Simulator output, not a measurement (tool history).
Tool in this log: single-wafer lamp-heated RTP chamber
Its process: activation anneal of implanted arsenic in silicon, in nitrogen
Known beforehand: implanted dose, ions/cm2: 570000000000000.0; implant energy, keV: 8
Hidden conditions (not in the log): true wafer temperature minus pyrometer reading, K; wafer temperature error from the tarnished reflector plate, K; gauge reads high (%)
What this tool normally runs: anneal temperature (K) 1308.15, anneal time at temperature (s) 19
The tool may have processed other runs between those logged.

run   hour  anneal temperature (K)  anneal time at temperature (s)  wafers since the last listed run  wafers since the last pyrometer calibration  wafers since the reflector plate was cleaned  hours since the gauge calibration  read-back reference wafer on the same gauge, sheet resistance  sheet resistance of the implanted and annealed layer (ohm/square)
  1      0                 1308.15                              22                                 0                                         6161                                         10145                              109.8                                                         216.99                                                             196.21
  2   11.4                 1308.15                              22                               133                                         6295                                         10279                              121.2                                                            217                                                             196.05
  3   19.4                 1308.15                              19                                93                                         6389                                         10373                              129.2                                                         216.94                                                             198.54
      20.4  -- gauge calibrated
  4   27.3                 1308.15                              19                                92                                         6481                                         10466                                6.9                                                         217.03                                                             198.48
  5   34.5                 1308.15                              19                                84                                         6566                                         10550                               14.1                                                         216.99                                                             197.92
  6   45.3                 1308.15                              19                               126                                         6693                                         10677                               24.9                                                         216.97                                                             198.44
      63.9  -- reflector plate cleaned
  7   64.4                 1308.15                              19                               130                                         6823                                             6                                 44                                                         216.99                                                             198.46
  8   79.3                 1308.15                              19                               174                                         6998                                           181                               58.9                                                         216.97                                                                198
  9   86.8                 1328.15                              24                                88                                         7086                                           269                               66.4                                                         217.04                                                             187.05
 10  103.4                 1308.15                              19                               194                                         7281                                           464                                 83                                                         217.01                                                             197.44
     127.3  -- pyrometer window cleaned and pyrometer calibrated
 11  127.8                 1308.15                              19                               192                                            5                                           656                              107.4                                                         217.03                                                             202.11
 12  129.2                 1296.15                              16                                16                                           21                                           673                              108.8                                                         216.96                                                             209.72
     138.5  -- gauge calibrated
 13  139.1                 1308.15                              30                               116                                          138                                           789                                0.6                                                         216.96                                                             194.72
 14  148.6                 1281.15                              10                               111                                          249                                           901                               10.1                                                         217.07                                                             223.26
 15  157.9                 1308.15                              19                               109                                          359                                          1010                               19.4                                                         216.96                                                             202.25
 16    175                 1287.15                              19                               200                                          559                                          1211                               36.5                                                         217.04                                                             209.62
 17  188.8                 1286.15                              29                               162                                          721                                          1373                               50.3                                                         217.05                                                             202.85

3 ways to go on from here, each from the tool as it stands after run 17. What would each give?
  A  189.2                 1308.15                              19                                 4                                          726                                          1378                               50.7                                                              ?                                                                  ?
  B  189.2                 1331.15                              27                                 4                                          726                                          1378                               50.7                                                              ?                                                                  ?
  C  189.2                 1282.15                               8                                 4                                          726                                          1378                               50.7                                                              ?                                                                  ?

run  read-back reference wafer on the same gauge, sheet resistance  sheet resistance of the implanted and annealed layer (ohm/square)
  A                                                         216.97                                                             201.97
  B                                                         216.97                                                             187.86
  C                                                         216.97                                                             226.15
What these runs would have given with no unlogged condition in the tool:
run  sheet resistance of the implanted and annealed layer (ohm/square)
  A                                                             202.85
  B                                                             188.65
  C                                                             226.91

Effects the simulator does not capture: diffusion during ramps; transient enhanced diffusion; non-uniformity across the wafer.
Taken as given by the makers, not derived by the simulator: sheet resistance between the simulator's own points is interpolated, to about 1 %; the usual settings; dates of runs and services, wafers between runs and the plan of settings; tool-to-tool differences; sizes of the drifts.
